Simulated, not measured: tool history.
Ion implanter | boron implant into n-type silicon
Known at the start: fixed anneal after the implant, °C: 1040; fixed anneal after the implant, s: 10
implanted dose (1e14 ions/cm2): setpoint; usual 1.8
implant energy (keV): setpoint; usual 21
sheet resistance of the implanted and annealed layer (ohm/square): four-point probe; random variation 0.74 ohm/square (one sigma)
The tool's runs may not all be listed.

run   hour  implanted dose (1e14 ions/cm2)  implant energy (keV)  wafers since the last listed run  hours since the last dose calibration  hours since the extraction supply was calibrated  hours since the gauge calibration  read-back reference wafer on the same gauge, sheet resistance  sheet resistance of the implanted and annealed layer (ohm/square)
  1      0                             1.8                    21                                 0                                 1837.6                                            1782.9                               49.2                                                         417.81                                                             483.75
  2     18                             1.8                    21                               266                                 1855.6                                            1800.9                               67.2                                                         418.12                                                             483.51
  3   35.2                             1.8                    21                               254                                 1872.8                                            1818.1                               84.4                                                            418                                                             483.81
  4   61.4                             1.8                    21                               387                                   1899                                            1844.3                              110.6                                                         417.87                                                             483.55
  5     97                             1.8                    21                               526                                 1934.6                                            1879.9                              146.2                                                         417.97                                                             482.62
  6  111.2                             1.8                    21                               209                                 1948.8                                            1894.1                              160.4                                                         418.06                                                             482.21
  7  134.8                             1.8                    21                               348                                 1972.4                                            1917.7                                184                                                         418.11                                                             482.74
  8  148.7                             1.8                    21                               205                                 1986.3                                            1931.6                              197.9                                                         417.96                                                             482.52
  9  178.9                             1.8                    21                               446                                 2016.5                                            1961.8                              228.1                                                         418.15                                                             481.07
 10  191.5                             1.8                    21                               186                                 2029.1                                            1974.4                              240.7                                                         417.97                                                             482.16
 11  209.7                            2.16                    21                               268                                 2047.3                                            1992.6                              258.9                                                         418.06                                                             415.41
     234.5  -- extraction supply calibrated
 12    235                            1.55                    26                               255                                 2072.6                                               0.5                              284.2                                                         417.77                                                             526.71
 13    245                            1.36                    28                               147                                 2082.6                                              10.5                              294.2                                                         417.97                                                             575.37
 14  280.5                            2.21                    18                               524                                 2118.1                                                46                              329.7                                                         418.04                                                             414.68
 15  316.5                            2.28                  16.5                               532                                 2154.1                                                82                              365.7                                                          418.2                                                             408.41
 16  345.4                            1.38                    16                               427                                   2183                                             110.9                              394.6                                                         417.94                                                             619.95
 17  380.6                             1.8                    21                               520                                 2218.2                                             146.1                              429.8                                                         418.17                                                                480
 18  395.5                             2.3                  23.5                               220                                 2233.1                                               161                              444.7                                                         417.93                                                              387.5
 19    411                            1.42                  15.5                               229                                 2248.6                                             176.5                              460.2                                                         418.13                                                             607.65
     442.9  -- gauge calibrated
 20    446                            1.65                  16.5                               517                                 2283.6                                             211.5                                3.1                                                         417.95                                                             531.49
 21  481.1                             1.8                    21                               518                                 2318.7                                             246.6                               38.2                                                         417.92                                                             479.29
     529.9  -- Faraday cup replaced and dose calibrated
 22  586.8                             1.8                    21                              1444                                   56.9                                             352.3                              143.9                                                          418.1                                                              495.9
 23  681.5                            1.39                    21                              1399                                  151.6                                               447                              238.6                                                         417.77                                                             611.18
 24  722.4                             1.8                    21                               604                                  192.5                                             487.9                              279.5                                                         418.01                                                             494.52

How the hidden state differs across the entries between the runs, from the last listed run before each to the first after it:
Between runs 11 and 12: extraction supply calibrated (hour 234.5)
  deviation of the true dose from the Faraday cup's reading, %: 3.82 -> 3.87
  measured less the result without the state, sheet resistance of the implanted and annealed layer (ohm/square): -12.89 -> -15.87
Between runs 19 and 20: gauge calibrated (hour 442.9)
  deviation of the true dose from the Faraday cup's reading, %: 4.2 -> 4.27
  measured less the result without the state, sheet resistance of the implanted and annealed layer (ohm/square): -20.63 -> -18.51
Between runs 21 and 22: Faraday cup replaced and dose calibrated (hour 529.9)
  deviation of the true dose from the Faraday cup's reading, %: 4.34 -> -0.237
  measured less the result without the state, sheet resistance of the implanted and annealed layer (ohm/square): -16.78 -> +0.96
